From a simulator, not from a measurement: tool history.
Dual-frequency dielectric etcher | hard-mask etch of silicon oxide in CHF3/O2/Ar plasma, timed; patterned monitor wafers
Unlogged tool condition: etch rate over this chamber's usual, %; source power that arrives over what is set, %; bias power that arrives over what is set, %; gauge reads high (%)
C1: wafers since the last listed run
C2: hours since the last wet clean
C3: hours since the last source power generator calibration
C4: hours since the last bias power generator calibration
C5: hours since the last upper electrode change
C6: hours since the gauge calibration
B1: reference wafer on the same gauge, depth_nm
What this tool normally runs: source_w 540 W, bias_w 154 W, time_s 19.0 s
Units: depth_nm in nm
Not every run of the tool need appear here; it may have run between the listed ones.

{"run": 1, "hour": 0.0, "source_w": 540, "bias_w": 154, "time_s": 19.0, "C1": 0, "C2": 307.0, "C3": 1645.3, "C4": 3535.8, "C5": 3290.7, "C6": 730.3, "B1": 26.03, "depth_nm": 29.97}
{"run": 2, "hour": 21.0, "source_w": 540, "bias_w": 154, "time_s": 19.0, "C1": 380, "C2": 328.0, "C3": 1666.3, "C4": 3556.8, "C5": 3311.7, "C6": 751.3, "B1": 25.98, "depth_nm": 29.74}
{"run": 3, "hour": 34.6, "source_w": 540, "bias_w": 154, "time_s": 19.0, "C1": 246, "C2": 341.6, "C3": 1679.9, "C4": 3570.4, "C5": 3325.3, "C6": 764.9, "B1": 25.97, "depth_nm": 29.72}
{"run": 4, "hour": 52.3, "source_w": 540, "bias_w": 154, "time_s": 19.0, "C1": 320, "C2": 359.3, "C3": 1697.6, "C4": 3588.1, "C5": 3343.0, "C6": 782.6, "B1": 25.97, "depth_nm": 29.64}
{"run": 5, "hour": 79.3, "source_w": 540, "bias_w": 154, "time_s": 19.0, "C1": 489, "C2": 386.3, "C3": 1724.6, "C4": 3615.1, "C5": 3370.0, "C6": 809.6, "B1": 26.07, "depth_nm": 29.83}
{"run": 6, "hour": 93.7, "source_w": 540, "bias_w": 154, "time_s": 19.0, "C1": 260, "C2": 400.7, "C3": 1739.0, "C4": 3629.5, "C5": 3384.4, "C6": 824.0, "B1": 26.03, "depth_nm": 29.84}
{"run": 7, "hour": 122.0, "source_w": 540, "bias_w": 154, "time_s": 19.0, "C1": 512, "C2": 429.0, "C3": 1767.3, "C4": 3657.8, "C5": 3412.7, "C6": 852.3, "B1": 26.06, "depth_nm": 29.6}
{"run": 8, "hour": 150.2, "source_w": 540, "bias_w": 154, "time_s": 19.0, "C1": 510, "C2": 457.2, "C3": 1795.5, "C4": 3686.0, "C5": 3440.9, "C6": 880.5, "B1": 25.99, "depth_nm": 29.94}
{"run": 9, "hour": 175.1, "source_w": 540, "bias_w": 154, "time_s": 19.0, "C1": 451, "C2": 482.1, "C3": 1820.4, "C4": 3710.9, "C5": 3465.8, "C6": 905.4, "B1": 25.97, "depth_nm": 29.69}
{"hour": 246.6, "done": "wet clean of the chamber"}
{"run": 10, "hour": 247.1, "source_w": 540, "bias_w": 133, "time_s": 19.0, "C1": 869, "C2": 0.5, "C3": 1892.4, "C4": 3782.9, "C5": 3537.8, "C6": 977.4, "B1": 25.96, "depth_nm": 28.45}
{"run": 11, "hour": 261.0, "source_w": 540, "bias_w": 133, "time_s": 19.0, "C1": 251, "C2": 14.4, "C3": 1906.3, "C4": 3796.8, "C5": 3551.7, "C6": 991.3, "B1": 25.97, "depth_nm": 28.3}
{"run": 12, "hour": 288.6, "source_w": 540, "bias_w": 154, "time_s": 19.0, "C1": 499, "C2": 42.0, "C3": 1933.9, "C4": 3824.4, "C5": 3579.3, "C6": 1018.9, "B1": 25.97, "depth_nm": 29.7}
{"run": 13, "hour": 310.7, "source_w": 540, "bias_w": 154, "time_s": 19.0, "C1": 400, "C2": 64.1, "C3": 1956.0, "C4": 3846.5, "C5": 3601.4, "C6": 1041.0, "B1": 26.0, "depth_nm": 30.23}
{"hour": 327.0, "done": "gauge calibrated"}
{"hour": 359.9, "done": "upper electrode replaced"}
{"run": 14, "hour": 360.4, "source_w": 610, "bias_w": 122, "time_s": 24.0, "C1": 465, "C2": 113.8, "C3": 2005.7, "C4": 3896.2, "C5": 0.5, "C6": 33.4, "B1": 26.08, "depth_nm": 36.5}
{"run": 15, "hour": 369.6, "source_w": 540, "bias_w": 154, "time_s": 19.0, "C1": 166, "C2": 123.0, "C3": 2014.9, "C4": 3905.4, "C5": 9.7, "C6": 42.6, "B1": 26.07, "depth_nm": 29.46}
{"run": 16, "hour": 386.2, "source_w": 600, "bias_w": 154, "time_s": 19.0, "C1": 300, "C2": 139.6, "C3": 2031.5, "C4": 3922.0, "C5": 26.3, "C6": 59.2, "B1": 25.96, "depth_nm": 31.2}
{"run": 17, "hour": 404.2, "source_w": 540, "bias_w": 127, "time_s": 16.0, "C1": 326, "C2": 157.6, "C3": 2049.5, "C4": 3940.0, "C5": 44.3, "C6": 77.2, "B1": 26.03, "depth_nm": 23.51}
{"run": 18, "hour": 426.3, "source_w": 540, "bias_w": 154, "time_s": 19.0, "C1": 400, "C2": 179.7, "C3": 2071.6, "C4": 3962.1, "C5": 66.4, "C6": 99.3, "B1": 26.03, "depth_nm": 29.91}
{"run": 19, "hour": 446.8, "source_w": 640, "bias_w": 134, "time_s": 22.0, "C1": 371, "C2": 200.2, "C3": 2092.1, "C4": 3982.6, "C5": 86.9, "C6": 119.8, "B1": 26.02, "depth_nm": 35.2}
{"hour": 454.5, "done": "bias power generator calibrated"}
{"hour": 459.9, "done": "source power generator calibrated"}
{"run": 20, "hour": 479.9, "source_w": 540, "bias_w": 154, "time_s": 19.0, "C1": 454, "C2": 233.3, "C3": 20.0, "C4": 25.4, "C5": 120.0, "C6": 152.9, "B1": 25.93, "depth_nm": 29.64}
{"run": 21, "hour": 505.2, "source_w": 540, "bias_w": 154, "time_s": 19.0, "C1": 458, "C2": 258.6, "C3": 45.3, "C4": 50.7, "C5": 145.3, "C6": 178.2, "B1": 26.0, "depth_nm": 29.99}
{"run": 22, "hour": 539.4, "source_w": 540, "bias_w": 122, "time_s": 19.0, "C1": 619, "C2": 292.8, "C3": 79.5, "C4": 84.9, "C5": 179.5, "C6": 212.4, "B1": 26.05, "depth_nm": 27.5}
{"run": 23, "hour": 569.8, "source_w": 670, "bias_w": 128, "time_s": 23.5, "C1": 550, "C2": 323.2, "C3": 109.9, "C4": 115.3, "C5": 209.9, "C6": 242.8, "B1": 26.04, "depth_nm": 38.2}
{"run": 24, "hour": 602.5, "source_w": 470, "bias_w": 154, "time_s": 22.5, "C1": 592, "C2": 355.9, "C3": 142.6, "C4": 148.0, "C5": 242.6, "C6": 275.5, "B1": 26.02, "depth_nm": 33.13}
{"run": 25, "hour": 622.8, "source_w": 540, "bias_w": 141, "time_s": 19.0, "C1": 367, "C2": 376.2, "C3": 162.9, "C4": 168.3, "C5": 262.9, "C6": 295.8, "B1": 25.97, "depth_nm": 28.64}
{"run": 26, "hour": 658.2, "source_w": 620, "bias_w": 174, "time_s": 19.0, "C1": 641, "C2": 411.6, "C3": 198.3, "C4": 203.7, "C5": 298.3, "C6": 331.2, "B1": 26.02, "depth_nm": 32.79}
{"run": 27, "hour": 685.7, "source_w": 540, "bias_w": 128, "time_s": 19.0, "C1": 498, "C2": 439.1, "C3": 225.8, "C4": 231.2, "C5": 325.8, "C6": 358.7, "B1": 25.96, "depth_nm": 27.74}
{"run": 28, "hour": 719.1, "source_w": 460, "bias_w": 154, "time_s": 21.0, "C1": 605, "C2": 472.5, "C3": 259.2, "C4": 264.6, "C5": 359.2, "C6": 392.1, "B1": 25.96, "depth_nm": 30.77}
{"hour": 766.8, "done": "wet clean of the chamber"}
{"run": 29, "hour": 767.3, "source_w": 540, "bias_w": 154, "time_s": 17.5, "C1": 438, "C2": 0.5, "C3": 307.4, "C4": 312.8, "C5": 407.4, "C6": 440.3, "B1": 26.05, "depth_nm": 27.61}
{"run": 30, "hour": 767.6, "source_w": 540, "bias_w": 132, "time_s": 15.5, "C1": 5, "C2": 0.8, "C3": 307.7, "C4": 313.1, "C5": 407.7, "C6": 440.6, "B1": 26.01, "depth_nm": 23.23}

Take each entry between the runs: how does the hidden state at the last listed run before it differ from the hidden state at the first listed run after it?
After run 9, before run 10: wet clean of the chamber (hour 246.6)
  both runs share identical hidden conditions
After run 13, before run 14: gauge calibrated (hour 327.0); upper electrode replaced (hour 359.9)
  both runs share identical hidden conditions
After run 19, before run 20: bias power generator calibrated (hour 454.5); source power generator calibrated (hour 459.9)
  both runs share identical hidden conditions
After run 28, before run 29: wet clean of the chamber (hour 766.8)
  both runs share identical hidden conditions
